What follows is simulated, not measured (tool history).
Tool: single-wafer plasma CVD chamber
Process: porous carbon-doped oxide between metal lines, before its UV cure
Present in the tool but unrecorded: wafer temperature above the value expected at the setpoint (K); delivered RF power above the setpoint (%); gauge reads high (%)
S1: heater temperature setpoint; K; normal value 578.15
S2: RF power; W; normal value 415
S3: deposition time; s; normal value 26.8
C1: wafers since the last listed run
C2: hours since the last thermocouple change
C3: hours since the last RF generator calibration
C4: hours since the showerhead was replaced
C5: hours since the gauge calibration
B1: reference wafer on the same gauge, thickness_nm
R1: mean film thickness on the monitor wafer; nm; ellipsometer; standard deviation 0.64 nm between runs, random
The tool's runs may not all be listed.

run	day	S1	S2	S3	C1	C2	C3	C4	C5	B1	R1
1	0	578.15	415	22.9	0	664.9	1682.4	3742.6	896.7	101.553	100.11
2	1.508	578.15	415	22.9	1310	701.1	1718.6	3778.8	932.9	101.665	100.194
3	9.721	578.15	415	26.8	7134	898.2	1915.7	3975.9	1130	101.921	116.842
4	12.2	578.15	445	26.8	2153	957.7	1975.2	4035.4	1189.5	102.011	123.632
5	13.275	578.15	445	26.8	933	983.5	2001	4061.2	1215.3	102.381	123.294
6	15.025	578.15	415	23.1	1520	1025.5	2043	4103.2	1257.3	102.361	101.708
7	17.838	578.15	415	26.8	2443	1093	2110.5	4170.7	1324.8	102.395	118.132
8	20.371	578.15	415	26.8	2200	1153.8	2171.3	4231.5	1385.6	102.713	118.329
9	21.771	578.15	415	26.8	1216	1187.4	2204.9	4265.1	1419.2	102.606	119.102
# day 23.271: showerhead replaced
# day 24.458: RF generator calibrated
10	24.479	578.15	415	26.8	1773	1252.4	0.5	29	1484.2	102.797	118.105
11	26.071	578.15	415	26.8	1382	1290.6	38.7	67.2	1522.4	102.814	118.11
12	28.462	578.15	415	26.8	2077	1348	96.1	124.6	1579.8	103.121	118.604
13	31.392	578.15	415	26.8	2544	1418.3	166.4	194.9	1650.1	103.017	118.421
14	33.929	578.15	465	26.8	2204	1479.2	227.3	255.8	1711	103.323	128.897
15	36.546	578.15	465	26.8	2273	1542	290.1	318.6	1773.8	103.381	129.19
16	38.688	578.15	430	26.8	1860	1593.4	341.5	370	1825.2	103.403	122.196
17	41	578.15	415	26.8	2009	1648.9	397	425.5	1880.7	103.651	121.186
18	45.212	578.15	415	26.8	3659	1750	498.1	526.6	1981.8	103.831	119.828
19	47.821	578.15	480	26.8	2266	1812.6	560.7	589.2	2044.4	104.05	131.603
20	48.85	578.15	365	32	894	1837.3	585.4	613.9	2069.1	104.112	130.246
# day 51.275: thermocouple changed; heater temperature recalibrated
21	51.296	568.15	345	21.5	1835	0.5	644.1	672.6	2127.8	104.05	91.601
22	53.229	578.15	445	26.8	1679	46.9	690.5	719	2174.2	104.26	125.471
# day 55.654: gauge calibrated
23	56.017	578.15	415	26.8	2421	113.8	757.4	785.9	8.7	100.705	115.08
24	57.508	578.15	415	26.8	1295	149.6	793.2	821.7	44.5	100.773	116.44
25	59.45	578.15	415	26.8	1686	196.2	839.8	868.3	91.1	100.858	116.42
26	61.029	578.15	440	26.8	1371	234.1	877.7	906.2	129	101.05	121.666
27	62.15	578.15	335	31.4	973	261	904.6	933.1	155.9	101.062	116.947
28	64.933	578.15	440	24.2	2418	327.8	971.4	999.9	222.7	101.25	110.93
29	67.833	582.15	415	22.7	2519	397.4	1041	1069.5	292.3	101.366	97.314
30	68.967	578.15	415	22.4	984	424.6	1068.2	1096.7	319.5	101.233	98.573
31	75.3	582.15	345	23.6	5502	576.6	1220.2	1248.7	471.5	101.563	88.39
32	77.417	578.15	415	26.8	1838	627.4	1271	1299.5	522.3	101.698	117.729
33	79.946	582.15	340	31.6	2197	688.1	1331.7	1360.2	583	101.799	118.286
34	82.825	578.15	490	28.9	2501	757.2	1400.8	1429.3	652.1	102.092	141.634
35	84.204	569.15	390	26.8	1198	790.3	1433.9	1462.4	685.2	101.998	120.578

Each row is a separate what-if for the run after 35, all from the same tool condition, not one after another. Results?
A	84.221	578.15	390	26.8	14	790.7	1434.3	1462.8	685.6	?	?
B	84.221	565.15	460	30.8	14	790.7	1434.3	1462.8	685.6	?	?
C	84.221	565.15	350	26.8	14	790.7	1434.3	1462.8	685.6	?	?

run	B1	R1
A	102.217	113.69
B	102.217	158.201
C	102.217	115.161
With no hidden state in the tool, these same runs would have given:
run	R1
A	111.313
B	154.894
C	112.753

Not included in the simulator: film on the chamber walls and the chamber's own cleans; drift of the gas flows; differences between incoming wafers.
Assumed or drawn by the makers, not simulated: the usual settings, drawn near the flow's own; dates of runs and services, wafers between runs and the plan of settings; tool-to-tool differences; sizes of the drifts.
